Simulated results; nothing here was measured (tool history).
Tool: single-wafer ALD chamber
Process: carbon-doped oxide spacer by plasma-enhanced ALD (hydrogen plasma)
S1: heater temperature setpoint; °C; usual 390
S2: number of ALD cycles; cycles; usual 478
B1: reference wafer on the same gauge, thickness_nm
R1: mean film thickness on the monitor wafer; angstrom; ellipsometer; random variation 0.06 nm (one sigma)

run    hour   S1   S2      B1      R1
  1     0.0  390  478  23.182  236.66
  2    59.2  390  478  23.163  236.05
  3   113.5  390  478  23.133  236.51
  4   186.0  390  478  23.120  235.93
  5   284.9  390  478  23.132  235.70
  6   354.6  390  478  23.095  235.43
  7   392.7  402  478  23.121  234.27
  8   449.3  402  478  23.095  234.27
  9   513.2  383  444  23.085  218.62
 10   591.8  383  530  23.055  261.08
 11   657.5  390  478  23.092  235.75
 12   701.6  383  478  23.063  235.19
 13   751.4  390  478  23.054  234.89
 14   837.2  390  478  23.060  234.64
 15   894.2  390  478  23.081  235.36
 16   936.6  390  478  23.090  235.49
 17  1019.1  390  478  23.062  234.35
     1042.3  -- gauge calibrated
 18  1135.7  390  478  23.323  237.80
 19  1209.6  378  399  23.279  198.12
 20  1287.9  397  560  23.224  276.60
 21  1385.8  401  390  23.181  193.69
 22  1426.5  390  478  23.168  236.31
 23  1468.6  399  413  23.184  203.84
     1486.6  -- thermocouple changed; heater temperature recalibrated
 24  1564.1  401  527  23.094  260.32
 25  1637.6  375  478  23.119  236.30
 26  1706.7  390  478  23.078  234.46
 27  1795.9  390  478  23.101  235.90
 28  1838.7  379  562  23.099  278.07
 29  1911.6  396  427  23.066  209.05
 30  2053.9  386  478  23.058  234.83
 31  2144.0  390  412  23.007  202.81
 32  2230.8  390  478  23.051  235.51
 33  2305.9  390  478  23.063  234.06
 34  2395.1  403  449  23.012  219.99
     2446.3  -- gauge calibrated
 35  2472.4  385  416  23.376  206.91
 36  2534.1  381  478  23.412  237.51

4 ways to go on from here, each from the tool as it stands after run 36. What would each give?
  A  2535.2  390  478   ?   ?
  B  2535.2  382  435   ?   ?
  C  2535.2  395  507   ?   ?
  D  2535.2  385  515   ?   ?

run      B1      R1
  A  23.397  237.92
  B  23.397  216.52
  C  23.397  252.36
  D  23.397  256.34
Without the tool's hidden state the same runs would have given:
run      R1
  A  238.25
  B  216.82
  C  252.71
  D  256.69
